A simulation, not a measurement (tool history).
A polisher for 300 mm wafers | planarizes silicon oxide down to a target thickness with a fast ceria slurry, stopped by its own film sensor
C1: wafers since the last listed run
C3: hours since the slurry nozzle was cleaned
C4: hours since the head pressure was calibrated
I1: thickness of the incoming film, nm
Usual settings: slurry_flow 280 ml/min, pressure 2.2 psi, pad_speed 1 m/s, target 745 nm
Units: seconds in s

{"run": 1, "hour": 0.0, "slurry_flow": 280, "pressure": 2.2, "pad_speed": 1, "target": 611, "C1": 0, "wafers polished on this pad": 312, "C3": 248.8, "C4": 957.3, "I1": 1556.8, "seconds": 69}
{"run": 2, "hour": 12.1, "slurry_flow": 280, "pressure": 2.2, "pad_speed": 1, "target": 745, "C1": 147, "wafers polished on this pad": 460, "C3": 260.9, "C4": 969.4, "I1": 1561.2, "seconds": 61.1}
{"run": 3, "hour": 24.7, "slurry_flow": 280, "pressure": 1.7, "pad_speed": 1, "target": 960, "C1": 153, "wafers polished on this pad": 614, "C3": 273.5, "C4": 982, "I1": 1572.3, "seconds": 57.8}
{"run": 4, "hour": 50.8, "slurry_flow": 280, "pressure": 1.7, "pad_speed": 1, "target": 960, "C1": 318, "wafers polished on this pad": 932, "C3": 299.6, "C4": 1008.1, "I1": 1539.8, "seconds": 54}
{"run": 5, "hour": 69.9, "slurry_flow": 280, "pressure": 1.7, "pad_speed": 1, "target": 960, "C1": 233, "wafers polished on this pad": 1166, "C3": 318.7, "C4": 1027.2, "I1": 1565.4, "seconds": 59.3}
{"run": 6, "hour": 88.7, "slurry_flow": 280, "pressure": 2.2, "pad_speed": 1, "target": 745, "C1": 229, "wafers polished on this pad": 1395, "C3": 337.5, "C4": 1046, "I1": 1551.9, "seconds": 59.8}
{"run": 7, "hour": 117.9, "slurry_flow": 280, "pressure": 2.2, "pad_speed": 1, "target": 745, "C1": 356, "wafers polished on this pad": 1752, "C3": 366.7, "C4": 1075.2, "I1": 1582.8, "seconds": 64.2}
{"run": 8, "hour": 152.5, "slurry_flow": 280, "pressure": 2.2, "pad_speed": 1, "target": 745, "C1": 422, "wafers polished on this pad": 2175, "C3": 401.3, "C4": 1109.8, "I1": 1573.4, "seconds": 63.3}
{"run": 9, "hour": 172.8, "slurry_flow": 280, "pressure": 2.7, "pad_speed": 0.88, "target": 745, "C1": 247, "wafers polished on this pad": 2423, "C3": 421.6, "C4": 1130.1, "I1": 1595.2, "seconds": 61.2}
{"hour": 190.1, "done": "head pressure recalibrated"}
{"run": 10, "hour": 190.5, "slurry_flow": 280, "pressure": 2.7, "pad_speed": 0.88, "target": 745, "C1": 191, "wafers polished on this pad": 2614, "C3": 439.3, "C4": 0.4, "I1": 1585.4, "seconds": 60}
{"hour": 199.2, "done": "worn pad replaced by a new one"}
{"run": 11, "hour": 202.6, "slurry_flow": 280, "pressure": 2.7, "pad_speed": 0.88, "target": 745, "C1": 98, "wafers polished on this pad": 41, "C3": 451.4, "C4": 12.5, "I1": 1553.7, "seconds": 57.5}
{"hour": 220.6, "done": "slurry nozzle cleaned"}
{"run": 12, "hour": 226.5, "slurry_flow": 205, "pressure": 2.2, "pad_speed": 1, "target": 745, "C1": 279, "wafers polished on this pad": 321, "C3": 5.9, "C4": 36.4, "I1": 1567.9, "seconds": 60.8}
{"run": 13, "hour": 258.4, "slurry_flow": 205, "pressure": 2.2, "pad_speed": 1, "target": 745, "C1": 389, "wafers polished on this pad": 710, "C3": 37.8, "C4": 68.3, "I1": 1545.3, "seconds": 61.2}
{"run": 14, "hour": 285.0, "slurry_flow": 280, "pressure": 2.2, "pad_speed": 1, "target": 745, "C1": 324, "wafers polished on this pad": 1035, "C3": 64.4, "C4": 94.9, "I1": 1552.3, "seconds": 58.4}
{"run": 15, "hour": 328.5, "slurry_flow": 280, "pressure": 2.2, "pad_speed": 1, "target": 611, "C1": 531, "wafers polished on this pad": 1566, "C3": 107.9, "C4": 138.4, "I1": 1552.7, "seconds": 70.2}
{"run": 16, "hour": 358.0, "slurry_flow": 280, "pressure": 2.2, "pad_speed": 0.78, "target": 569, "C1": 360, "wafers polished on this pad": 1927, "C3": 137.4, "C4": 167.9, "I1": 1548.7, "seconds": 93.4}
{"run": 17, "hour": 375.9, "slurry_flow": 255, "pressure": 1.5, "pad_speed": 1.24, "target": 598, "C1": 218, "wafers polished on this pad": 2145, "C3": 155.3, "C4": 185.8, "I1": 1565.7, "seconds": 82.6}
{"hour": 401.2, "done": "worn pad replaced by a new one, of another model than before"}
{"run": 18, "hour": 401.7, "slurry_flow": 225, "pressure": 2.4, "pad_speed": 0.68, "target": 650, "C1": 266, "wafers polished on this pad": 5, "C3": 181.1, "C4": 211.6, "I1": 1548.1, "seconds": 78.4}
{"run": 19, "hour": 418.8, "slurry_flow": 280, "pressure": 1.9, "pad_speed": 1.24, "target": 745, "C1": 208, "wafers polished on this pad": 214, "C3": 198.2, "C4": 228.7, "I1": 1549.9, "seconds": 55.7}
{"run": 20, "hour": 452.1, "slurry_flow": 380, "pressure": 1.5, "pad_speed": 0.68, "target": 666, "C1": 406, "wafers polished on this pad": 621, "C3": 231.5, "C4": 262, "I1": 1529.1, "seconds": 93}
{"run": 21, "hour": 488.0, "slurry_flow": 250, "pressure": 2.2, "pad_speed": 0.82, "target": 745, "C1": 438, "wafers polished on this pad": 1060, "C3": 267.4, "C4": 297.9, "I1": 1556.8, "seconds": 67.3}
{"run": 22, "hour": 519.0, "slurry_flow": 200, "pressure": 2.9, "pad_speed": 0.68, "target": 560, "C1": 378, "wafers polished on this pad": 1438, "C3": 298.4, "C4": 328.9, "I1": 1544.4, "seconds": 77.4}
{"run": 23, "hour": 541.5, "slurry_flow": 280, "pressure": 2.8, "pad_speed": 1, "target": 745, "C1": 274, "wafers polished on this pad": 1713, "C3": 320.9, "C4": 351.4, "I1": 1540.2, "seconds": 51.2}
{"run": 24, "hour": 562.0, "slurry_flow": 280, "pressure": 2.2, "pad_speed": 1.16, "target": 745, "C1": 250, "wafers polished on this pad": 1963, "C3": 341.4, "C4": 371.9, "I1": 1589.1, "seconds": 57.3}
{"run": 25, "hour": 580.3, "slurry_flow": 220, "pressure": 2.6, "pad_speed": 0.68, "target": 583, "C1": 223, "wafers polished on this pad": 2187, "C3": 359.7, "C4": 390.2, "I1": 1550.5, "seconds": 83.4}
{"run": 26, "hour": 629.5, "slurry_flow": 280, "pressure": 2.2, "pad_speed": 1, "target": 745, "C1": 600, "wafers polished on this pad": 2788, "C3": 408.9, "C4": 439.4, "I1": 1560.5, "seconds": 60.1}
{"hour": 657.3, "done": "worn pad replaced by a new one"}
{"run": 27, "hour": 657.8, "slurry_flow": 280, "pressure": 2.2, "pad_speed": 1, "target": 891, "C1": 296, "wafers polished on this pad": 6, "C3": 437.2, "C4": 467.7, "I1": 1560.8, "seconds": 50.7}
{"run": 28, "hour": 675.1, "slurry_flow": 280, "pressure": 2.2, "pad_speed": 1, "target": 745, "C1": 211, "wafers polished on this pad": 217, "C3": 454.5, "C4": 485, "I1": 1556, "seconds": 58.9}
{"hour": 680.4, "done": "slurry nozzle cleaned"}
{"run": 29, "hour": 702.6, "slurry_flow": 365, "pressure": 2.6, "pad_speed": 1.28, "target": 745, "C1": 323, "wafers polished on this pad": 541, "C3": 22.2, "C4": 512.5, "I1": 1571.6, "seconds": 46.6}
{"run": 30, "hour": 732.5, "slurry_flow": 280, "pressure": 2.2, "pad_speed": 1, "target": 745, "C1": 365, "wafers polished on this pad": 906, "C3": 52.1, "C4": 542.4, "I1": 1570.6, "seconds": 61.1}
{"run": 31, "hour": 756.6, "slurry_flow": 280, "pressure": 1.6, "pad_speed": 1.36, "target": 745, "C1": 294, "wafers polished on this pad": 1201, "C3": 76.2, "C4": 566.5, "I1": 1576.6, "seconds": 58.7}
{"run": 32, "hour": 776.7, "slurry_flow": 280, "pressure": 2.7, "pad_speed": 1, "target": 745, "C1": 245, "wafers polished on this pad": 1446, "C3": 96.3, "C4": 586.6, "I1": 1550.1, "seconds": 52.3}
{"run": 33, "hour": 793.8, "slurry_flow": 235, "pressure": 1.5, "pad_speed": 1.32, "target": 492, "C1": 208, "wafers polished on this pad": 1655, "C3": 113.4, "C4": 603.7, "I1": 1575.3, "seconds": 82.9}
{"run": 34, "hour": 827.6, "slurry_flow": 255, "pressure": 2.2, "pad_speed": 1.1, "target": 965, "C1": 412, "wafers polished on this pad": 2068, "C3": 147.2, "C4": 637.5, "I1": 1545.9, "seconds": 39.6}
{"run": 35, "hour": 863.4, "slurry_flow": 245, "pressure": 2.2, "pad_speed": 1, "target": 745, "C1": 437, "wafers polished on this pad": 2505, "C3": 183, "C4": 673.3, "I1": 1559.8, "seconds": 58.7}
{"hour": 885.9, "done": "worn pad replaced by a new one"}
{"run": 36, "hour": 895.8, "slurry_flow": 185, "pressure": 3, "pad_speed": 0.66, "target": 589, "C1": 346, "wafers polished on this pad": 121, "C3": 215.4, "C4": 705.7, "I1": 1523.1, "seconds": 73.1}
{"run": 37, "hour": 917.0, "slurry_flow": 280, "pressure": 2.2, "pad_speed": 0.88, "target": 745, "C1": 258, "wafers polished on this pad": 380, "C3": 236.6, "C4": 726.9, "I1": 1581.2, "seconds": 64.6}

The same runs without the tool's hidden state, with the same run-to-run variation:
The hidden state here: removal rate lost through wear of the pad, %; slurry flow missing at the pad, %; deviation of the head's pressure from its setpoint, %.
run=1 seconds=65.9
run=2 seconds=58.3
run=3 seconds=55.1
run=4 seconds=51.4
run=5 seconds=56.3
run=6 seconds=56.8
run=7 seconds=60.8
run=8 seconds=59.9
run=9 seconds=57.8
run=10 seconds=56.7
run=11 seconds=54.3
run=12 seconds=60.2
run=13 seconds=59.9
run=14 seconds=57.1
run=15 seconds=67.9
run=16 seconds=89.9
run=17 seconds=78.9
run=18 seconds=76.6
run=19 seconds=54.5
run=20 seconds=91.1
run=21 seconds=65.5
run=22 seconds=75
run=23 seconds=49.8
run=24 seconds=55.7
run=25 seconds=80.9
run=26 seconds=58.3
run=27 seconds=49.2
run=28 seconds=57.2
run=29 seconds=46.4
run=30 seconds=60.7
run=31 seconds=58.2
run=32 seconds=51.7
run=33 seconds=81.8
run=34 seconds=39
run=35 seconds=57.6
run=36 seconds=71.5
run=37 seconds=63.3
